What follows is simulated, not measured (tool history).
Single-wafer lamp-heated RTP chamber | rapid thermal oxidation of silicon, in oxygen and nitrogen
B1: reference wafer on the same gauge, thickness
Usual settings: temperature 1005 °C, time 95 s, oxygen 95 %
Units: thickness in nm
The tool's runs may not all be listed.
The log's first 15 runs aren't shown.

{"hour": 761.5, "done": "gauge calibrated"}
{"run": 16, "hour": 797.1, "temperature": 1005, "time": 95, "oxygen": 95, "B1": 9.948, "thickness": 8.386}
{"hour": 838.4, "done": "oxygen flow controller replaced"}
{"run": 17, "hour": 858.2, "temperature": 1005, "time": 95, "oxygen": 95, "B1": 9.935, "thickness": 8.341}
{"run": 18, "hour": 918.7, "temperature": 1005, "time": 73, "oxygen": 95, "B1": 9.935, "thickness": 7.424}
{"run": 19, "hour": 967.3, "temperature": 983, "time": 95, "oxygen": 98, "B1": 9.935, "thickness": 7.181}
{"run": 20, "hour": 1037.6, "temperature": 993, "time": 50, "oxygen": 98, "B1": 9.925, "thickness": 5.834}
{"run": 21, "hour": 1063.3, "temperature": 1016, "time": 112, "oxygen": 79, "B1": 9.924, "thickness": 9.128}
{"hour": 1104.9, "done": "pyrometer window cleaned and pyrometer calibrated"}
{"run": 22, "hour": 1106.8, "temperature": 1017, "time": 133, "oxygen": 98, "B1": 9.912, "thickness": 10.749}
{"run": 23, "hour": 1169.0, "temperature": 1005, "time": 95, "oxygen": 95, "B1": 9.909, "thickness": 8.351}
{"run": 24, "hour": 1219.3, "temperature": 1005, "time": 136, "oxygen": 98, "B1": 9.905, "thickness": 9.951}
{"run": 25, "hour": 1257.1, "temperature": 1005, "time": 53, "oxygen": 86, "B1": 9.914, "thickness": 6.225}
{"run": 26, "hour": 1312.9, "temperature": 987, "time": 142, "oxygen": 98, "B1": 9.898, "thickness": 8.846}
{"run": 27, "hour": 1418.0, "temperature": 1005, "time": 95, "oxygen": 95, "B1": 9.894, "thickness": 8.322}
{"run": 28, "hour": 1461.0, "temperature": 993, "time": 122, "oxygen": 95, "B1": 9.883, "thickness": 8.525}
{"run": 29, "hour": 1505.2, "temperature": 1018, "time": 120, "oxygen": 98, "B1": 9.891, "thickness": 10.279}
{"run": 30, "hour": 1576.2, "temperature": 995, "time": 60, "oxygen": 76, "B1": 9.882, "thickness": 5.84}
{"hour": 1584.4, "done": "pyrometer window cleaned and pyrometer calibrated"}
{"run": 31, "hour": 1629.8, "temperature": 1005, "time": 95, "oxygen": 95, "B1": 9.888, "thickness": 8.304}
{"run": 32, "hour": 1663.4, "temperature": 1005, "time": 95, "oxygen": 95, "B1": 9.884, "thickness": 8.328}
{"run": 33, "hour": 1704.4, "temperature": 1016, "time": 95, "oxygen": 84, "B1": 9.879, "thickness": 8.622}
{"run": 34, "hour": 1772.3, "temperature": 1005, "time": 95, "oxygen": 95, "B1": 9.88, "thickness": 8.341}
{"run": 35, "hour": 1813.3, "temperature": 1022, "time": 95, "oxygen": 95, "B1": 9.879, "thickness": 9.418}
{"run": 36, "hour": 1866.1, "temperature": 1005, "time": 95, "oxygen": 95, "B1": 9.869, "thickness": 8.338}
{"run": 37, "hour": 1918.7, "temperature": 1030, "time": 128, "oxygen": 98, "B1": 9.865, "thickness": 11.533}

Forecast each of these 3 alternatives for the next run:
{"run": "A", "hour": 1919.1, "temperature": 1005, "time": 95, "oxygen": 95, "B1": "?", "thickness": "?"}
{"run": "B", "hour": 1919.1, "temperature": 997, "time": 116, "oxygen": 71, "B1": "?", "thickness": "?"}
{"run": "C", "hour": 1919.1, "temperature": 1005, "time": 81, "oxygen": 98, "B1": "?", "thickness": "?"}

run=A B1=9.87 thickness=8.315
run=B B1=9.87 thickness=7.736
run=C B1=9.87 thickness=7.825
Without the tool's hidden state the same runs would have given:
run=A thickness=8.371
run=B thickness=7.788
run=C thickness=7.877
